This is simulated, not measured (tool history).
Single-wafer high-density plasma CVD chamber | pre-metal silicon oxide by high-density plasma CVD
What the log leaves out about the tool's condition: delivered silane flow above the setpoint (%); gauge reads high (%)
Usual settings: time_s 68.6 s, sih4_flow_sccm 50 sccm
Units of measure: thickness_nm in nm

| run | hour | time_s | sih4_flow_sccm | wafers since the last listed run | hours since the silane flow controller was replaced | hours since the gauge calibration | read-back reference wafer on the same gauge, thickness_nm | thickness_nm |
|---|---|---|---|---|---|---|---|---|
| 1 | 0.0 | 68.6 | 50 | 0 | 1250.1 | 353.4 | 379.119 | 430.381 |
| 2 | 12.9 | 68.6 | 50 | 269 | 1263.0 | 366.3 | 379.057 | 429.810 |
| 3 | 33.6 | 68.6 | 50 | 432 | 1283.7 | 387.0 | 378.768 | 430.688 |
| 4 | 57.0 | 68.6 | 50 | 488 | 1307.1 | 410.4 | 379.127 | 433.209 |
| 5 | 84.9 | 68.6 | 50 | 582 | 1335.0 | 438.3 | 379.522 | 433.668 |
| 6 | 103.1 | 68.6 | 50 | 379 | 1353.2 | 456.5 | 379.200 | 428.818 |
| 7 | 131.1 | 68.6 | 50 | 584 | 1381.2 | 484.5 | 379.568 | 432.426 |
| 8 | 163.7 | 68.6 | 50 | 680 | 1413.8 | 517.1 | 378.765 | 429.519 |
| 9 | 177.5 | 68.6 | 50 | 288 | 1427.6 | 530.9 | 378.896 | 434.902 |
| 10 | 199.3 | 68.6 | 50 | 455 | 1449.4 | 552.7 | 379.739 | 434.638 |
|  | 212.2 | gauge calibrated |
| 11 | 221.1 | 68.6 | 50 | 455 | 1471.2 | 8.9 | 379.244 | 433.899 |
| 12 | 255.0 | 58.5 | 58 | 707 | 1505.1 | 42.8 | 378.525 | 430.419 |
| 13 | 285.6 | 68.6 | 50 | 638 | 1535.7 | 73.4 | 378.433 | 433.325 |
| 14 | 335.9 | 68.6 | 50 | 1049 | 1586.0 | 123.7 | 378.956 | 435.781 |
| 15 | 351.4 | 68.6 | 50 | 323 | 1601.5 | 139.2 | 379.530 | 432.433 |
| 16 | 374.2 | 59.0 | 57 | 475 | 1624.3 | 162.0 | 378.877 | 426.744 |
|  | 392.2 | silane flow controller replaced |
| 17 | 402.1 | 76.2 | 40 | 415 | 9.9 | 189.9 | 378.639 | 369.211 |
| 18 | 430.7 | 80.6 | 60 | 596 | 38.5 | 218.5 | 378.829 | 585.214 |
| 19 | 455.3 | 73.5 | 44 | 513 | 63.1 | 243.1 | 378.441 | 393.423 |
| 20 | 471.3 | 68.6 | 50 | 333 | 79.1 | 259.1 | 379.357 | 416.981 |
| 21 | 484.7 | 79.8 | 42 | 279 | 92.5 | 272.5 | 378.370 | 408.098 |
| 22 | 496.8 | 65.0 | 48 | 252 | 104.6 | 284.6 | 378.491 | 377.582 |
| 23 | 527.6 | 61.1 | 50 | 642 | 135.4 | 315.4 | 378.691 | 371.235 |

Selected run-to-run steps in thickness_nm, each split into two signed amounts: the part the tool would show with no hidden state at all (from settings, incoming material and random variation), and the remainder, which goes to the hidden state together with any gauge scatter not common to the measured and the hidden-state-free results:
Run 16 -> 17: time_s 59.0 -> 76.2, sih4_flow_sccm 57 -> 40, silane flow controller replaced. thickness_nm -57.533 nm: hidden state -19.702, all else -37.831.
Run 17 -> 18: time_s 76.2 -> 80.6, sih4_flow_sccm 40 -> 60. thickness_nm +216.003 nm: hidden state +2.405, all else +213.598.
Run 18 -> 19: time_s 80.6 -> 73.5, sih4_flow_sccm 60 -> 44. thickness_nm -191.791 nm: hidden state -1.431, all else -190.360.
